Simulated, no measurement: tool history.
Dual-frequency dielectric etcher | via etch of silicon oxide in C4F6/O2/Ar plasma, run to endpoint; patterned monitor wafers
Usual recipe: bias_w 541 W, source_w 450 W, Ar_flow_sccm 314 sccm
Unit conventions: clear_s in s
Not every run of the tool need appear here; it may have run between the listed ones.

run     day  bias_w  source_w  Ar_flow_sccm  wafers since the last listed run  hours since the last wet clean  hours since the last bias power generator calibration  hours since the last source power generator calibration  hours since the last Ar flow controller change  hours since the last upper electrode change  incoming incoming film thickness, nm  clear_s
  1   0.000     541       450           314                                 0                           326.2                                                 1929.2                                                   3886.8                                          4257.3                                       1647.0                                 174.3     39.5
  2   1.296     437       450           314                               233                           357.3                                                 1960.3                                                   3917.9                                          4288.4                                       1678.1                                 175.8     45.6
  3   2.358     437       450           314                               191                           382.8                                                 1985.8                                                   3943.4                                          4313.9                                       1703.6                                 176.4     45.8
  4   2.875     541       450           314                                93                           395.2                                                 1998.2                                                   3955.8                                          4326.3                                       1716.0                                 172.3     39.3
  5   3.383     541       450           314                                91                           407.4                                                 2010.4                                                   3968.0                                          4338.5                                       1728.2                                 173.7     39.7
  6   3.925     541       450           314                                97                           420.4                                                 2023.4                                                   3981.0                                          4351.5                                       1741.2                                 176.0     40.5
  7   4.875     541       450           314                               171                           443.2                                                 2046.2                                                   4003.8                                          4374.3                                       1764.0                                 175.4     40.2
      6.808  -- wet clean of the chamber
  8   6.829     541       450           314                               172                             0.5                                                 2093.1                                                   4050.7                                          4421.2                                       1810.9                                 174.9     38.7
  9   7.367     541       450           314                                96                            13.4                                                 2106.0                                                   4063.6                                          4434.1                                       1823.8                                 174.2     38.7
      8.900  -- Ar flow controller replaced
 10   8.921     541       450           314                               235                            50.7                                                 2143.3                                                   4100.9                                             0.5                                       1861.1                                 173.2     38.7
 11   9.675     541       450           314                               135                            68.8                                                 2161.4                                                   4119.0                                            18.6                                       1879.2                                 175.6     39.2
 12  10.754     541       450           314                               194                            94.7                                                 2187.3                                                   4144.9                                            44.5                                       1905.1                                 174.3     38.6
     11.229  -- source power generator calibrated
     11.862  -- upper electrode replaced
 13  12.171     489       400           249                               110                           128.7                                                 2221.3                                                     22.6                                            78.5                                          7.4                                 174.7     43.3
 14  12.858     541       450           314                               123                           145.2                                                 2237.8                                                     39.1                                            95.0                                         23.9                                 173.7     39.0
 15  13.617     541       450           351                               136                           163.4                                                 2256.0                                                     57.3                                           113.2                                         42.1                                 174.7     39.8
 16  14.988     541       450           314                               247                           196.3                                                 2288.9                                                     90.2                                           146.1                                         75.0                                 173.0     39.3
 17  16.329     541       450           314                               241                           228.5                                                 2321.1                                                    122.4                                           178.3                                        107.2                                 174.7     39.8
 18  17.812     595       450           314                               267                           264.1                                                 2356.7                                                    158.0                                           213.9                                        142.8                                 174.3     37.8
 19  18.962     473       520           260                               207                           291.7                                                 2384.3                                                    185.6                                           241.5                                        170.4                                 173.8     39.8
     19.279  -- bias power generator calibrated
 20  21.079     668       450           275                               351                           342.5                                                   43.2                                                    236.4                                           292.3                                        221.2                                 174.2     35.1
 21  21.888     460       560           314                               145                           361.9                                                   62.6                                                    255.8                                           311.7                                        240.6                                 174.5     40.4
 22  22.704     541       450           314                               147                           381.5                                                   82.2                                                    275.4                                           331.3                                        260.2                                 174.2     40.1
 23  23.446     575       450           387                               133                           399.3                                                  100.0                                                    293.2                                           349.1                                        278.0                                 172.9     39.2
 24  24.408     541       530           314                               173                           422.4                                                  123.1                                                    316.3                                           372.2                                        301.1                                 173.9     37.4
 25  25.712     429       450           260                               235                           453.7                                                  154.4                                                    347.6                                           403.5                                        332.4                                 174.4     46.5
 26  26.604     409       550           386                               160                           475.1                                                  175.8                                                    369.0                                           424.9                                        353.8                                 176.6     45.8
 27  27.654     652       380           240                               189                           500.3                                                  201.0                                                    394.2                                           450.1                                        379.0                                 174.6     38.6
 28  29.000     541       450           314                               242                           532.6                                                  233.3                                                    426.5                                           482.4                                        411.3                                 173.9     40.9
     30.196  -- wet clean of the chamber
 29  30.217     541       450           314                                39                             0.5                                                  262.5                                                    455.7                                           511.6                                        440.5                                 173.9     38.7

What if the next run were any one of these 4? Each begins from the tool's condition after run 29:
  A  30.233     418       450           314                                 3                             0.9                                                  262.9                                                    456.1                                           512.0                                        440.9                                 173.7        ?
  B  30.233     490       360           336                                 3                             0.9                                                  262.9                                                    456.1                                           512.0                                        440.9                                 173.7        ?
  C  30.233     620       420           244                                 3                             0.9                                                  262.9                                                    456.1                                           512.0                                        440.9                                 173.7        ?
  D  30.233     541       390           355                                 3                             0.9                                                  262.9                                                    456.1                                           512.0                                        440.9                                 173.7        ?

run  clear_s
  A     45.5
  B     45.8
  C     36.0
  D     41.7
Take away the tool's hidden state, keep each run's random variation, and the runs would have read:
run  clear_s
  A     45.2
  B     45.5
  C     35.7
  D     41.4

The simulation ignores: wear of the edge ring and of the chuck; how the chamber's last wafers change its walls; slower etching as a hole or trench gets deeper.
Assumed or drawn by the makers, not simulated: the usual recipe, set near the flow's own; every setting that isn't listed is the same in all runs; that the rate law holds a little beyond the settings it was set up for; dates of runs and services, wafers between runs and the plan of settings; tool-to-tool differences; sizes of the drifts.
